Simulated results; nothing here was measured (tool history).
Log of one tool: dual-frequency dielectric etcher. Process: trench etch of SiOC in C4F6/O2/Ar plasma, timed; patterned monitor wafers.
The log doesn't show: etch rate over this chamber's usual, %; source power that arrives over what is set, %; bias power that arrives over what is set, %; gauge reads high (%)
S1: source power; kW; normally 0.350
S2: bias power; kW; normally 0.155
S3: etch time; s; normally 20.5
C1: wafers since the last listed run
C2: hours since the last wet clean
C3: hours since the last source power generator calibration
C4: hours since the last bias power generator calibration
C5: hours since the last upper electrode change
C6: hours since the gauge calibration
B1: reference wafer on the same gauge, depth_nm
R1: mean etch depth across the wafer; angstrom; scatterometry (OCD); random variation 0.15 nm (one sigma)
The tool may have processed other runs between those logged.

run	hour	S1	S2	S3	C1	C2	C3	C4	C5	C6	B1	R1
1	0.0	0.350	0.135	20.5	0	33.7	1056.4	1573.7	1826.6	482.7	38.22	369.0
2	55.6	0.350	0.155	20.5	1036	89.3	1112.0	1629.3	1882.2	538.3	38.24	385.2
3	113.1	0.350	0.155	20.5	1071	146.8	1169.5	1686.8	1939.7	595.8	38.15	384.1
4	145.5	0.350	0.155	20.5	603	179.2	1201.9	1719.2	1972.1	628.2	38.12	385.4
5	176.3	0.350	0.155	20.5	573	210.0	1232.7	1750.0	2002.9	659.0	38.05	384.1
6	209.9	0.350	0.155	20.5	626	243.6	1266.3	1783.6	2036.5	692.6	38.09	385.4
7	281.7	0.350	0.155	20.5	1338	315.4	1338.1	1855.4	2108.3	764.4	37.95	384.3
8	350.6	0.350	0.155	17.0	1284	384.3	1407.0	1924.3	2177.2	833.3	37.87	318.0
# hour 408.2: gauge calibrated
9	422.3	0.350	0.155	17.0	1336	456.0	1478.7	1996.0	2248.9	14.1	38.86	326.1
10	488.7	0.350	0.155	17.0	1237	522.4	1545.1	2062.4	2315.3	80.5	38.79	327.9
# hour 551.2: wet clean of the chamber
11	630.2	0.350	0.155	16.5	2189	79.0	1686.6	2203.9	2456.8	222.0	38.64	313.9
# hour 641.3: source power generator calibrated
# hour 670.0: bias power generator calibrated
12	675.8	0.350	0.155	16.5	700	124.6	34.5	5.8	2502.4	267.6	38.58	313.0
13	728.4	0.350	0.155	16.5	980	177.2	87.1	58.4	2555.0	320.2	38.58	313.7
14	755.1	0.350	0.155	18.5	497	203.9	113.8	85.1	2581.7	346.9	38.48	350.9
# hour 796.7: upper electrode replaced
15	797.2	0.350	0.182	19.0	337	246.0	155.9	127.2	0.5	389.0	38.46	385.4
16	844.7	0.350	0.155	25.5	885	293.5	203.4	174.7	48.0	436.5	38.48	487.4
17	875.7	0.420	0.118	17.5	577	324.5	234.4	205.7	79.0	467.5	38.39	323.1
18	930.7	0.420	0.132	18.0	1024	379.5	289.4	260.7	134.0	522.5	38.29	345.6
19	958.8	0.350	0.155	20.5	523	407.6	317.5	288.8	162.1	550.6	38.28	388.2
20	1017.3	0.320	0.155	20.5	1090	466.1	376.0	347.3	220.6	609.1	38.23	371.0
21	1073.8	0.350	0.155	18.5	1052	522.6	432.5	403.8	277.1	665.6	38.19	349.5
22	1102.9	0.270	0.155	20.5	542	551.7	461.6	432.9	306.2	694.7	38.09	342.0
# hour 1153.5: wet clean of the chamber
23	1154.0	0.390	0.155	14.5	505	0.5	512.7	484.0	357.3	745.8	38.01	287.6
24	1203.2	0.350	0.155	20.5	916	49.7	561.9	533.2	406.5	795.0	38.02	386.0
# hour 1211.4: gauge calibrated
25	1253.1	0.350	0.155	17.0	929	99.6	611.8	583.1	456.4	41.7	38.63	322.8
26	1295.6	0.290	0.155	26.0	792	142.1	654.3	625.6	498.9	84.2	38.54	453.7
27	1329.6	0.380	0.180	23.0	633	176.1	688.3	659.6	532.9	118.2	38.50	483.7

What differs in the tool's unlogged condition from the final listed run ahead of each entry between runs to the first listed run following it?
Between runs 8 and 9: gauge calibrated (hour 408.2)
  gauge reads high (%): -2.36 -> 0.0757
  measured minus no-state result, R1: -7.6 -> +0.2 angstrom
Between runs 10 and 11: wet clean of the chamber (hour 551.2)
  gauge reads high (%): -0.102 -> -0.482
  measured minus no-state result, R1: -0.3 -> -1.6 angstrom
Between runs 11 and 12: source power generator calibrated (hour 641.3); bias power generator calibrated (hour 670.0)
  gauge reads high (%): -0.482 -> -0.604
  measured minus no-state result, R1: -1.6 -> -1.9 angstrom
Between runs 14 and 15: upper electrode replaced (hour 796.7)
  gauge reads high (%): -0.817 -> -0.929
  measured minus no-state result, R1: -2.9 -> -3.6 angstrom
Between runs 22 and 23: wet clean of the chamber (hour 1153.5)
  gauge reads high (%): -1.75 -> -1.89
  measured minus no-state result, R1: -6.0 -> -5.5 angstrom
Between runs 24 and 25: gauge calibrated (hour 1211.4)
  gauge reads high (%): -2.02 -> -0.558
  measured minus no-state result, R1: -7.9 -> -1.8 angstrom

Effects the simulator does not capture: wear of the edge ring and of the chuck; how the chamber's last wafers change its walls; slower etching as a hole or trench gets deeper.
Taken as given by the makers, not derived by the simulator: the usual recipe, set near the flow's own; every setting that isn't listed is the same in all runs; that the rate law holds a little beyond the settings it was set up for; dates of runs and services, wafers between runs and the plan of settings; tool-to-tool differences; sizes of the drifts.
